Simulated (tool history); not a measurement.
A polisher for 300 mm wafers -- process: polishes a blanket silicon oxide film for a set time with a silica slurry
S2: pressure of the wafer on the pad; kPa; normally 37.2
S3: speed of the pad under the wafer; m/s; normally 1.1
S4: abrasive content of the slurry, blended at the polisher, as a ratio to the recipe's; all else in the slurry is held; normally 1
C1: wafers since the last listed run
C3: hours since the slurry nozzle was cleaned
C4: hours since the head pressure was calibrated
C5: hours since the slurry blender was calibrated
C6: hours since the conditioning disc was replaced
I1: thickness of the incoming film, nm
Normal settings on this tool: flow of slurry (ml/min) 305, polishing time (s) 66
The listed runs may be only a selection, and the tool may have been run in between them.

run 1 hour=0 | flow_of_slurry_(ml/min)=305 S2=37.2 S3=1.1 S4=1 polishing_time_(s)=66 | C1=0 wafers_polished_on_this_pad=507 C3=555.7 C4=1103 C5=184.6 C6=505.9 | I1=1466.2 | film_removed_(Å)=2872
run 2 hour=10.4 | flow_of_slurry_(ml/min)=305 S2=37.2 S3=1.1 S4=1 polishing_time_(s)=66 | C1=107 wafers_polished_on_this_pad=614 C3=566.1 C4=1113.4 C5=195 C6=516.3 | I1=1441.1 | film_removed_(Å)=2846
run 3 hour=17.4 | flow_of_slurry_(ml/min)=305 S2=37.2 S3=1.1 S4=1 polishing_time_(s)=66 | C1=72 wafers_polished_on_this_pad=686 C3=573.1 C4=1120.4 C5=202 C6=523.3 | I1=1460.6 | film_removed_(Å)=2847
run 4 hour=34.5 | flow_of_slurry_(ml/min)=305 S2=37.2 S3=1.1 S4=1 polishing_time_(s)=80 | C1=176 wafers_polished_on_this_pad=863 C3=590.2 C4=1137.5 C5=219.1 C6=540.4 | I1=1452.2 | film_removed_(Å)=3406
run 5 hour=55.2 | flow_of_slurry_(ml/min)=305 S2=32.4 S3=1.1 S4=0.85 polishing_time_(s)=66 | C1=213 wafers_polished_on_this_pad=1076 C3=610.9 C4=1158.2 C5=239.8 C6=561.1 | I1=1461.7 | film_removed_(Å)=2256
run 6 hour=67.3 | flow_of_slurry_(ml/min)=340 S2=37.2 S3=1.1 S4=1 polishing_time_(s)=66 | C1=124 wafers_polished_on_this_pad=1201 C3=623 C4=1170.3 C5=251.9 C6=573.2 | I1=1488.3 | film_removed_(Å)=2732
-- hour=75 slurry blender recalibrated
run 7 hour=75.5 | flow_of_slurry_(ml/min)=340 S2=37.2 S3=1.1 S4=1 polishing_time_(s)=66 | C1=63 wafers_polished_on_this_pad=1264 C3=631.2 C4=1178.5 C5=0.5 C6=581.4 | I1=1486.2 | film_removed_(Å)=2798
-- hour=80.6 conditioning disc replaced and pad reconditioned
-- hour=81.7 slurry nozzle cleaned
-- hour=88.1 head pressure recalibrated
-- hour=90.3 worn pad replaced by a new one
run 8 hour=90.8 | flow_of_slurry_(ml/min)=305 S2=37.2 S3=0.8 S4=1 polishing_time_(s)=66 | C1=82 wafers_polished_on_this_pad=4 C3=9.1 C4=2.7 C5=15.8 C6=10.2 | I1=1438.9 | film_removed_(Å)=2654
run 9 hour=100.7 | flow_of_slurry_(ml/min)=395 S2=37.2 S3=0.94 S4=0.8 polishing_time_(s)=73 | C1=101 wafers_polished_on_this_pad=106 C3=19 C4=12.6 C5=25.7 C6=20.1 | I1=1453.4 | film_removed_(Å)=2985
run 10 hour=109.7 | flow_of_slurry_(ml/min)=395 S2=43.4 S3=0.72 S4=1 polishing_time_(s)=66 | C1=92 wafers_polished_on_this_pad=199 C3=28 C4=21.6 C5=34.7 C6=29.1 | I1=1489 | film_removed_(Å)=2818
run 11 hour=119.4 | flow_of_slurry_(ml/min)=335 S2=40.7 S3=1.28 S4=1 polishing_time_(s)=51 | C1=99 wafers_polished_on_this_pad=299 C3=37.7 C4=31.3 C5=44.4 C6=38.8 | I1=1471 | film_removed_(Å)=2803
run 12 hour=134.5 | flow_of_slurry_(ml/min)=305 S2=37.2 S3=1.1 S4=1 polishing_time_(s)=66 | C1=155 wafers_polished_on_this_pad=454 C3=52.8 C4=46.4 C5=59.5 C6=53.9 | I1=1452.7 | film_removed_(Å)=2911
run 13 hour=152.1 | flow_of_slurry_(ml/min)=305 S2=37.2 S3=1.1 S4=1 polishing_time_(s)=66 | C1=181 wafers_polished_on_this_pad=636 C3=70.4 C4=64 C5=77.1 C6=71.5 | I1=1444.5 | film_removed_(Å)=2857
run 14 hour=158.4 | flow_of_slurry_(ml/min)=370 S2=37.2 S3=1.1 S4=1 polishing_time_(s)=73 | C1=64 wafers_polished_on_this_pad=701 C3=76.7 C4=70.3 C5=83.4 C6=77.8 | I1=1457.4 | film_removed_(Å)=3213
run 15 hour=174.9 | flow_of_slurry_(ml/min)=305 S2=32.4 S3=1.1 S4=1 polishing_time_(s)=66 | C1=169 wafers_polished_on_this_pad=871 C3=93.2 C4=86.8 C5=99.9 C6=94.3 | I1=1439.5 | film_removed_(Å)=2432
run 16 hour=188.8 | flow_of_slurry_(ml/min)=305 S2=37.2 S3=1.1 S4=1 polishing_time_(s)=66 | C1=143 wafers_polished_on_this_pad=1014 C3=107.1 C4=100.7 C5=113.8 C6=108.2 | I1=1463.3 | film_removed_(Å)=2773
run 17 hour=200.9 | flow_of_slurry_(ml/min)=305 S2=41.4 S3=1.1 S4=1 polishing_time_(s)=66 | C1=124 wafers_polished_on_this_pad=1139 C3=119.2 C4=112.8 C5=125.9 C6=120.3 | I1=1450.5 | film_removed_(Å)=3084

Here are 4 independent what-if runs from the current tool condition. What would each one return?
run A hour=201.3 | flow_of_slurry_(ml/min)=305 S2=37.2 S3=1.1 S4=1 polishing_time_(s)=66 | C1=4 wafers_polished_on_this_pad=1143 C3=119.6 C4=113.2 C5=126.3 C6=120.7 | I1=1449.9 | film_removed_(Å)=?
run B hour=201.3 | flow_of_slurry_(ml/min)=305 S2=37.2 S3=1.1 S4=0.75 polishing_time_(s)=66 | C1=4 wafers_polished_on_this_pad=1143 C3=119.6 C4=113.2 C5=126.3 C6=120.7 | I1=1449.9 | film_removed_(Å)=?
run C hour=201.3 | flow_of_slurry_(ml/min)=355 S2=32.4 S3=1.1 S4=1 polishing_time_(s)=66 | C1=4 wafers_polished_on_this_pad=1143 C3=119.6 C4=113.2 C5=126.3 C6=120.7 | I1=1449.9 | film_removed_(Å)=?
run D hour=201.3 | flow_of_slurry_(ml/min)=305 S2=33.8 S3=1.1 S4=1.3 polishing_time_(s)=66 | C1=4 wafers_polished_on_this_pad=1143 C3=119.6 C4=113.2 C5=126.3 C6=120.7 | I1=1449.9 | film_removed_(Å)=?

run=A film_removed_(Å)=2767
run=B film_removed_(Å)=2409
run=C film_removed_(Å)=2441
run=D film_removed_(Å)=2802
Without the tool's unlogged condition, the same runs would have read:
run=A film_removed_(Å)=3212
run=B film_removed_(Å)=2796
run=C film_removed_(Å)=2833
run=D film_removed_(Å)=3252

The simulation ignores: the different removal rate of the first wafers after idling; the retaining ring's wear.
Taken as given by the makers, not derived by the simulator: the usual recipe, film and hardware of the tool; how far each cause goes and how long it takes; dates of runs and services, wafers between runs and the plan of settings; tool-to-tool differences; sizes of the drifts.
